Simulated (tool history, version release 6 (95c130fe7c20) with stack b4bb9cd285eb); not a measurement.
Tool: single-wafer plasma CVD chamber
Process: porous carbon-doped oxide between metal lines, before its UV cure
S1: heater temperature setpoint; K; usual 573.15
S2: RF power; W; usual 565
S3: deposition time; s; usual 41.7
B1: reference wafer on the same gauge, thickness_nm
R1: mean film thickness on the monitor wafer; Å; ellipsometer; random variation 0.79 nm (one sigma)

{"run": 1, "hour": 0.0, "S1": 573.15, "S2": 600, "S3": 41.7, "B1": 262.172, "R1": 2539.45}
{"run": 2, "hour": 39.6, "S1": 573.15, "S2": 610, "S3": 41.7, "B1": 262.458, "R1": 2571.22}
{"run": 3, "hour": 77.9, "S1": 573.15, "S2": 565, "S3": 41.7, "B1": 262.763, "R1": 2443.62}
{"run": 4, "hour": 114.9, "S1": 573.15, "S2": 565, "S3": 41.7, "B1": 262.93, "R1": 2448.19}
{"run": 5, "hour": 140.9, "S1": 573.15, "S2": 565, "S3": 36.1, "B1": 263.156, "R1": 2152.43}
{"run": 6, "hour": 210.5, "S1": 573.15, "S2": 565, "S3": 36.1, "B1": 263.756, "R1": 2144.27}
{"run": 7, "hour": 273.8, "S1": 573.15, "S2": 565, "S3": 41.7, "B1": 263.84, "R1": 2480.13}
{"run": 8, "hour": 308.0, "S1": 573.15, "S2": 565, "S3": 41.7, "B1": 264.112, "R1": 2472.88}
{"run": 9, "hour": 332.1, "S1": 573.15, "S2": 565, "S3": 41.7, "B1": 264.661, "R1": 2484.26}
{"run": 10, "hour": 369.9, "S1": 573.15, "S2": 565, "S3": 41.7, "B1": 264.766, "R1": 2480.97}
{"run": 11, "hour": 401.0, "S1": 573.15, "S2": 565, "S3": 41.7, "B1": 265.381, "R1": 2471.78}
{"run": 12, "hour": 455.3, "S1": 573.15, "S2": 565, "S3": 41.7, "B1": 265.32, "R1": 2479.73}
{"run": 13, "hour": 481.2, "S1": 573.15, "S2": 525, "S3": 41.7, "B1": 265.898, "R1": 2373.65}
{"run": 14, "hour": 515.7, "S1": 573.15, "S2": 525, "S3": 41.7, "B1": 266.25, "R1": 2381.87}
{"hour": 532.2, "done": "thermocouple changed; heater temperature recalibrated"}
{"run": 15, "hour": 539.7, "S1": 573.15, "S2": 565, "S3": 41.7, "B1": 266.562, "R1": 2505.65}
{"run": 16, "hour": 593.5, "S1": 573.15, "S2": 600, "S3": 41.7, "B1": 266.977, "R1": 2575.53}
{"run": 17, "hour": 650.6, "S1": 566.15, "S2": 565, "S3": 46.8, "B1": 267.553, "R1": 2929.86}
{"run": 18, "hour": 720.8, "S1": 584.15, "S2": 510, "S3": 39.6, "B1": 268.556, "R1": 2113.92}
{"run": 19, "hour": 762.0, "S1": 588.15, "S2": 505, "S3": 38.9, "B1": 268.944, "R1": 2015.92}
{"hour": 771.7, "done": "gauge calibrated"}
{"hour": 796.7, "done": "showerhead replaced"}
{"run": 20, "hour": 803.1, "S1": 585.15, "S2": 610, "S3": 36.7, "B1": 260.968, "R1": 2076.81}
{"run": 21, "hour": 840.6, "S1": 573.15, "S2": 565, "S3": 41.7, "B1": 260.919, "R1": 2459.05}
{"run": 22, "hour": 882.1, "S1": 583.15, "S2": 565, "S3": 45.5, "B1": 260.709, "R1": 2494.07}
{"hour": 894.2, "done": "RF generator calibrated"}
{"run": 23, "hour": 937.1, "S1": 562.15, "S2": 485, "S3": 41.7, "B1": 261.193, "R1": 2417.79}
{"run": 24, "hour": 1002.6, "S1": 573.15, "S2": 565, "S3": 41.7, "B1": 261.229, "R1": 2455.62}
{"run": 25, "hour": 1069.9, "S1": 578.15, "S2": 630, "S3": 41.7, "B1": 261.253, "R1": 2529.72}
{"run": 26, "hour": 1107.6, "S1": 560.15, "S2": 520, "S3": 41.7, "B1": 261.454, "R1": 2542.14}
{"run": 27, "hour": 1137.8, "S1": 559.15, "S2": 565, "S3": 41.7, "B1": 261.051, "R1": 2685.5}
{"run": 28, "hour": 1209.6, "S1": 560.15, "S2": 565, "S3": 41.7, "B1": 262.032, "R1": 2664.29}

5 ways to go on from here, each from the tool as it stands after run 28. What would each give?
{"run": "A", "hour": 1210.0, "S1": 573.15, "S2": 565, "S3": 41.7, "B1": "?", "R1": "?"}
{"run": "B", "hour": 1210.0, "S1": 573.15, "S2": 655, "S3": 41.7, "B1": "?", "R1": "?"}
{"run": "C", "hour": 1210.0, "S1": 569.15, "S2": 650, "S3": 37.6, "B1": "?", "R1": "?"}
{"run": "D", "hour": 1210.0, "S1": 587.15, "S2": 565, "S3": 41.7, "B1": "?", "R1": "?"}
{"run": "E", "hour": 1210.0, "S1": 569.15, "S2": 565, "S3": 41.7, "B1": "?", "R1": "?"}

run=A B1=261.843 R1=2438.99
run=B B1=261.843 R1=2647.40
run=C B1=261.843 R1=2446.93
run=D B1=261.843 R1=2236.91
run=E B1=261.843 R1=2504.39
Without the tool's hidden state the same runs would have given:
run=A R1=2432.03
run=B R1=2639.86
run=C R1=2439.95
run=D R1=2230.54
run=E R1=2497.25
